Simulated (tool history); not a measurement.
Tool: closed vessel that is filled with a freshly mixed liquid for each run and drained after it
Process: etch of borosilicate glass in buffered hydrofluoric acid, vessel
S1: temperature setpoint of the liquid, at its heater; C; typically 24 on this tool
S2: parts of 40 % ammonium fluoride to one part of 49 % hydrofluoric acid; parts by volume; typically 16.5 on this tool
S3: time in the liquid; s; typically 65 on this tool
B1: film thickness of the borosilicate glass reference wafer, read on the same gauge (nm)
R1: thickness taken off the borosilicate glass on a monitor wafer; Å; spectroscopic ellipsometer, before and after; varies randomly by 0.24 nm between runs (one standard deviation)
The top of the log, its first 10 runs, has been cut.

run,day,S1,S2,S3,B1,R1
11,10.1,24,16.5,65,120.01,500.8
12,10.721,24,16.5,65,120.01,500.1
13,11.475,24,19.5,65,119.99,424.1
14,12.762,24,19.5,65,119.99,425.8
15,13.358,24,16.5,65,119.99,500.8
# day 15.325: hydrofluoric acid flow meter replaced
# day 15.658: thermometer replaced
16,16.85,19.5,16.5,65,120.01,429.4
17,17.796,26.5,20.5,35,120.02,274.3
18,18.879,24,16.5,65,120.01,545.6
19,19.896,27,19.5,95,119.98,796
20,20.671,25.5,19.5,65,120,499.9
21,21.875,20,16.5,65,119.98,442
22,23.033,27,13,30,120.03,374.4
23,24.033,24,16.5,65,119.99,548
# day 25.146: gauge calibrated
24,25.246,24,16.5,35,119.99,293.5
25,26.05,24,16.5,40,119.99,334.8
26,27.192,24,11,35,120,437.3
27,28.279,24,16.5,80,120.02,665.1
28,29.617,24,16.5,55,120.03,458.6
29,30.504,22.5,19.5,45,120.02,291.1
30,31.908,24,16.5,65,120,542.9

What if the next run were any one of these 4? Each begins from the tool's condition after run 30:
A,31.938,24,16.5,90,?,?
B,31.938,22,20,65,?,?
C,31.938,28.5,11,65,?,?
D,31.938,24,20,45,?,?

run,B1,R1
A,119.99,746.7
B,119.99,399.8
C,119.99,1021.8
D,119.99,308.5
Take away the tool's hidden state, keep each run's random variation, and the runs would have read:
run,R1
A,758.5
B,406.2
C,1037.4
D,313.4
